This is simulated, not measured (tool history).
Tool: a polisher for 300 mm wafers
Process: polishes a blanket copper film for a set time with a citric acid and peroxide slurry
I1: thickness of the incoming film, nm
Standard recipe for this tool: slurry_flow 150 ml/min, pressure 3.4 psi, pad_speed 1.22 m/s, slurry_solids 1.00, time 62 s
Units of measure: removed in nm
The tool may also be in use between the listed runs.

run 1 day=0.000 | slurry_flow=150 pressure=4.0 pad_speed=1.22 slurry_solids=1.00 time=62 | I1=648.6 | removed=161.4
run 2 day=2.246 | slurry_flow=115 pressure=3.4 pad_speed=1.22 slurry_solids=1.00 time=62 | I1=633.5 | removed=134.5
run 3 day=5.083 | slurry_flow=115 pressure=3.4 pad_speed=1.22 slurry_solids=1.00 time=62 | I1=639.2 | removed=133.8
run 4 day=6.892 | slurry_flow=115 pressure=3.4 pad_speed=1.22 slurry_solids=1.00 time=62 | I1=638.5 | removed=135.1
-- day=7.329 slurry blender recalibrated
-- day=8.054 head pressure recalibrated
run 5 day=8.554 | slurry_flow=190 pressure=3.4 pad_speed=1.22 slurry_solids=1.00 time=62 | I1=633.3 | removed=152.5
-- day=8.838 slurry nozzle cleaned
-- day=9.383 worn pad replaced by a new one
run 6 day=11.133 | slurry_flow=190 pressure=3.4 pad_speed=1.22 slurry_solids=1.00 time=62 | I1=649.1 | removed=162.5
run 7 day=13.150 | slurry_flow=190 pressure=3.4 pad_speed=1.22 slurry_solids=1.00 time=62 | I1=642.0 | removed=158.5
run 8 day=14.162 | slurry_flow=150 pressure=3.4 pad_speed=1.22 slurry_solids=1.00 time=62 | I1=645.7 | removed=147.8
run 9 day=16.454 | slurry_flow=150 pressure=3.4 pad_speed=1.22 slurry_solids=1.00 time=62 | I1=636.0 | removed=149.1
run 10 day=17.992 | slurry_flow=150 pressure=3.4 pad_speed=1.02 slurry_solids=1.00 time=45 | I1=644.9 | removed=93.5
run 11 day=19.204 | slurry_flow=150 pressure=3.4 pad_speed=1.22 slurry_solids=0.80 time=62 | I1=635.7 | removed=139.6
run 12 day=21.483 | slurry_flow=170 pressure=3.4 pad_speed=1.22 slurry_solids=1.00 time=62 | I1=647.1 | removed=152.8
-- day=22.462 slurry blender recalibrated
run 13 day=23.154 | slurry_flow=150 pressure=3.4 pad_speed=1.22 slurry_solids=1.00 time=62 | I1=631.8 | removed=148.1
run 14 day=24.467 | slurry_flow=150 pressure=3.4 pad_speed=1.22 slurry_solids=1.30 time=83 | I1=628.2 | removed=209.8
-- day=25.525 worn pad replaced by a new one
run 15 day=26.017 | slurry_flow=150 pressure=3.4 pad_speed=1.22 slurry_solids=1.20 time=47 | I1=650.0 | removed=117.5
run 16 day=28.967 | slurry_flow=150 pressure=3.4 pad_speed=1.62 slurry_solids=1.10 time=49 | I1=632.8 | removed=149.7
run 17 day=31.754 | slurry_flow=150 pressure=3.4 pad_speed=1.22 slurry_solids=1.00 time=62 | I1=645.4 | removed=145.0
-- day=31.871 slurry nozzle cleaned
run 18 day=34.150 | slurry_flow=150 pressure=2.4 pad_speed=1.22 slurry_solids=1.00 time=62 | I1=649.2 | removed=124.8
run 19 day=36.154 | slurry_flow=190 pressure=3.4 pad_speed=0.98 slurry_solids=1.00 time=72 | I1=639.7 | removed=155.5
run 20 day=38.058 | slurry_flow=150 pressure=3.4 pad_speed=1.22 slurry_solids=0.85 time=62 | I1=631.5 | removed=143.3
-- day=40.383 slurry blender recalibrated
run 21 day=40.404 | slurry_flow=150 pressure=3.4 pad_speed=1.52 slurry_solids=1.00 time=62 | I1=643.4 | removed=180.1
-- day=42.667 worn pad replaced by a new one
run 22 day=43.121 | slurry_flow=150 pressure=2.5 pad_speed=1.22 slurry_solids=1.00 time=62 | I1=631.9 | removed=120.3
run 23 day=44.229 | slurry_flow=150 pressure=3.4 pad_speed=1.22 slurry_solids=1.00 time=62 | I1=650.5 | removed=145.3
run 24 day=46.821 | slurry_flow=150 pressure=3.4 pad_speed=1.22 slurry_solids=1.00 time=62 | I1=640.1 | removed=148.3
run 25 day=48.425 | slurry_flow=150 pressure=3.4 pad_speed=1.22 slurry_solids=1.00 time=62 | I1=646.3 | removed=146.8
run 26 day=50.729 | slurry_flow=150 pressure=4.1 pad_speed=1.22 slurry_solids=1.00 time=62 | I1=638.8 | removed=165.2
-- day=50.833 head pressure recalibrated
run 27 day=51.942 | slurry_flow=150 pressure=2.2 pad_speed=1.40 slurry_solids=1.00 time=73 | I1=635.7 | removed=147.8
run 28 day=54.058 | slurry_flow=170 pressure=3.7 pad_speed=1.22 slurry_solids=1.00 time=62 | I1=643.3 | removed=159.4
run 29 day=55.354 | slurry_flow=170 pressure=3.4 pad_speed=0.86 slurry_solids=1.00 time=72 | I1=637.2 | removed=129.9
run 30 day=58.179 | slurry_flow=150 pressure=2.6 pad_speed=1.58 slurry_solids=1.00 time=62 | I1=637.1 | removed=153.6
-- day=58.862 slurry nozzle cleaned
-- day=59.746 slurry blender recalibrated
run 31 day=59.767 | slurry_flow=150 pressure=3.4 pad_speed=1.22 slurry_solids=1.00 time=83 | I1=640.3 | removed=209.1

Some steps in removed, run to run, broken into two amounts with sign: the step expected even without the hidden condition (settings, incoming material, random variation), and the rest, left for the hidden condition together with whatever gauge scatter is not in both the measured and the hidden-condition-free result:
What the log doesn't record here: removal rate lost through wear of the pad, %; slurry flow missing at the pad, %; deviation of the head's pressure from its setpoint, %; abrasive missing from the slurry, %.
Run 5 -> 6: slurry nozzle cleaned, worn pad replaced by a new one. removed +10.0 nm: hidden state +6.8, all else +3.2.
Run 13 -> 14: slurry_solids 1.00 -> 1.30, time 62 -> 83. removed +61.7 nm: hidden state -3.8, all else +65.5.
Run 14 -> 15: slurry_solids 1.30 -> 1.20, time 83 -> 47, worn pad replaced by a new one. removed -92.3 nm: hidden state +4.9, all else -97.2.
Run 17 -> 18: pressure 3.4 -> 2.4, slurry nozzle cleaned. removed -20.2 nm: hidden state +7.8, all else -28.0.
Run 21 -> 22: pressure 3.4 -> 2.5, pad_speed 1.52 -> 1.22, worn pad replaced by a new one. removed -59.8 nm: hidden state +1.4, all else -61.2.
Run 30 -> 31: pressure 2.6 -> 3.4, pad_speed 1.58 -> 1.22, time 62 -> 83, slurry nozzle cleaned, slurry blender recalibrated. removed +55.5 nm: hidden state +9.1, all else +46.4.
